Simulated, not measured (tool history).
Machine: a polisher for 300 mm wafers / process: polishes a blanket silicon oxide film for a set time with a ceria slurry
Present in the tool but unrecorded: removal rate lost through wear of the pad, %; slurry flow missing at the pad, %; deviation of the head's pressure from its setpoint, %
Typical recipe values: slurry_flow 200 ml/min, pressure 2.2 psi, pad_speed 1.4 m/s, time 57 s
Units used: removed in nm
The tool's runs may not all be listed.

run	hour	slurry_flow	pressure	pad_speed	time	wafers since the last listed run	wafers polished on this pad	hours since the slurry nozzle was cleaned	hours since the head pressure was calibrated	incoming thickness of the incoming film, nm	removed
1	0	200	2.2	1.74	57	0	1238	246.1	943.9	938.6	291.5
2	45.2	200	2.2	1.4	57	266	1504	291.3	989.1	937.9	236
# hour 66: worn pad replaced by a new one
3	138.9	200	2.2	1.4	57	527	429	385	1082.8	915.8	234.4
4	177.6	200	2.2	1.4	57	227	656	423.7	1121.5	911.3	231.6
5	232.8	200	2.2	1.4	57	324	981	478.9	1176.7	927.7	236.7
6	304.9	200	2.2	1.4	57	424	1406	551	1248.8	929.5	235.7
# hour 311.9: worn pad replaced by a new one
# hour 314.8: slurry nozzle cleaned
7	342.5	200	2.2	1.4	57	191	174	27.7	1286.4	942.8	235.2
8	432.5	175	2.2	1.4	57	529	703	117.7	1376.4	928.4	233.2
9	538.3	200	2.2	1.14	57	622	1326	223.5	1482.2	924.3	192.5
# hour 551.1: worn pad replaced by a new one
# hour 609.5: head pressure recalibrated
10	631.7	200	2.2	1.4	57	514	462	316.9	22.2	949.7	216.2
11	713.7	200	2.2	1.4	41	482	945	398.9	104.2	938.7	160.9
# hour 816.3: worn pad replaced by a new one
12	820	140	2.5	1.24	74	602	21	505.2	210.5	916.3	261.9
# hour 838.1: slurry nozzle cleaned
13	882.3	230	2.5	1.4	57	360	382	44.2	272.8	923.5	251.8
14	989.5	200	2.2	1.4	57	630	1013	151.4	380	923.1	224.8
# hour 1028.9: worn pad replaced by a new one
15	1047.4	200	2.2	1.4	57	317	109	209.3	437.9	921.6	225.2
16	1134.4	200	2.2	0.98	49	512	621	296.3	524.9	942.9	139
17	1205.1	155	2.2	1.4	48	416	1037	367	595.6	930.4	186.2

Branching from run 17: 5 alternative next runs. What would each branch give?
A	1205.5	200	2.2	1.6	57	2	1039	367.4	596	926.3	?
B	1205.5	140	2.6	1.4	57	2	1039	367.4	596	926.3	?
C	1205.5	200	2.2	0.96	57	2	1039	367.4	596	926.3	?
D	1205.5	200	2.2	1.56	63	2	1039	367.4	596	926.3	?
E	1205.5	240	2.2	1.4	57	2	1039	367.4	596	926.3	?

run	removed
A	258.7
B	235.5
C	155.2
D	278.8
E	231.8
Stripped of hidden state, with their random variation kept, the same runs would have yielded:
run	removed
A	247.1
B	225
C	148.2
D	266.2
E	221.4

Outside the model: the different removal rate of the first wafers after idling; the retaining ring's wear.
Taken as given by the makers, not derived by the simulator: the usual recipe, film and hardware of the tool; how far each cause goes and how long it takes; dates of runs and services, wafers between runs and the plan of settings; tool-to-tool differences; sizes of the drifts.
